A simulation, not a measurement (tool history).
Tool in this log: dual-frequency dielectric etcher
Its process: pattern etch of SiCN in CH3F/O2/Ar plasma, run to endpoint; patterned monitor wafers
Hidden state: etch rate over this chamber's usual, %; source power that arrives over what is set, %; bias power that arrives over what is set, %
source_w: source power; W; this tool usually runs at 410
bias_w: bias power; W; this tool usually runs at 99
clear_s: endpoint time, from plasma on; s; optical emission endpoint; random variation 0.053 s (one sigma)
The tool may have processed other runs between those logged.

| run | hour | source_w | bias_w | wafers since the last listed run | hours since the last wet clean | hours since the last source power generator calibration | hours since the last bias power generator calibration | hours since the last upper electrode change | incoming incoming film thickness, nm | clear_s |
|---|---|---|---|---|---|---|---|---|---|---|
| 1 | 0.0 | 410 | 92 | 0 | 293.4 | 3742.5 | 5069.0 | 4904.4 | 6.50 | 16.6 |
| 2 | 12.9 | 410 | 92 | 201 | 306.3 | 3755.4 | 5081.9 | 4917.3 | 6.42 | 16.5 |
| 3 | 29.6 | 410 | 92 | 260 | 323.0 | 3772.1 | 5098.6 | 4934.0 | 6.45 | 16.6 |
| 4 | 41.2 | 410 | 99 | 181 | 334.6 | 3783.7 | 5110.2 | 4945.6 | 6.49 | 16.3 |
| 5 | 58.5 | 410 | 99 | 270 | 351.9 | 3801.0 | 5127.5 | 4962.9 | 6.52 | 16.4 |
|  | 87.6 | bias power generator calibrated |
|  | 90.1 | wet clean of the chamber |
| 6 | 90.6 | 410 | 99 | 399 | 0.5 | 3833.1 | 3.0 | 4995.0 | 6.43 | 15.6 |
| 7 | 90.9 | 410 | 99 | 4 | 0.8 | 3833.4 | 3.3 | 4995.3 | 6.51 | 15.9 |
| 8 | 93.0 | 410 | 99 | 32 | 2.9 | 3835.5 | 5.4 | 4997.4 | 6.45 | 15.7 |
|  | 104.7 | source power generator calibrated |
| 9 | 105.2 | 440 | 87 | 127 | 15.1 | 0.5 | 17.6 | 5009.6 | 6.48 | 15.9 |
| 10 | 109.7 | 490 | 106 | 70 | 19.6 | 5.0 | 22.1 | 5014.1 | 6.54 | 14.4 |
|  | 140.6 | upper electrode replaced |
| 11 | 141.1 | 320 | 110 | 115 | 51.0 | 36.4 | 53.5 | 0.5 | 6.46 | 17.2 |
| 12 | 141.5 | 350 | 99 | 6 | 51.4 | 36.8 | 53.9 | 0.9 | 6.50 | 17.2 |
| 13 | 141.8 | 460 | 85 | 4 | 51.7 | 37.1 | 54.2 | 1.2 | 6.53 | 15.8 |
| 14 | 147.1 | 480 | 91 | 82 | 57.0 | 42.4 | 59.5 | 6.5 | 6.58 | 15.4 |
| 15 | 155.0 | 410 | 79 | 123 | 64.9 | 50.3 | 67.4 | 14.4 | 6.45 | 16.8 |
| 16 | 179.4 | 410 | 99 | 380 | 89.3 | 74.7 | 91.8 | 38.8 | 6.49 | 16.0 |
| 17 | 186.6 | 410 | 99 | 112 | 96.5 | 81.9 | 99.0 | 46.0 | 6.52 | 16.0 |

Consider 4 possible next runs. They are alternatives, not a sequence: every one starts from the tool as it was left by run 17. What does each give?
| A | 187.0 | 410 | 99 | 6 | 96.9 | 82.3 | 99.4 | 46.4 | 6.49 | ? |
| B | 187.0 | 470 | 110 | 6 | 96.9 | 82.3 | 99.4 | 46.4 | 6.49 | ? |
| C | 187.0 | 330 | 124 | 6 | 96.9 | 82.3 | 99.4 | 46.4 | 6.49 | ? |
| D | 187.0 | 380 | 124 | 6 | 96.9 | 82.3 | 99.4 | 46.4 | 6.49 | ? |

| run | clear_s |
|---|---|
| A | 15.9 |
| B | 14.4 |
| C | 16.3 |
| D | 15.3 |
With the hidden condition removed and each run's random variation left untouched, the same runs would have given:
| run | clear_s |
|---|---|
| A | 15.7 |
| B | 14.2 |
| C | 16.1 |
| D | 15.1 |

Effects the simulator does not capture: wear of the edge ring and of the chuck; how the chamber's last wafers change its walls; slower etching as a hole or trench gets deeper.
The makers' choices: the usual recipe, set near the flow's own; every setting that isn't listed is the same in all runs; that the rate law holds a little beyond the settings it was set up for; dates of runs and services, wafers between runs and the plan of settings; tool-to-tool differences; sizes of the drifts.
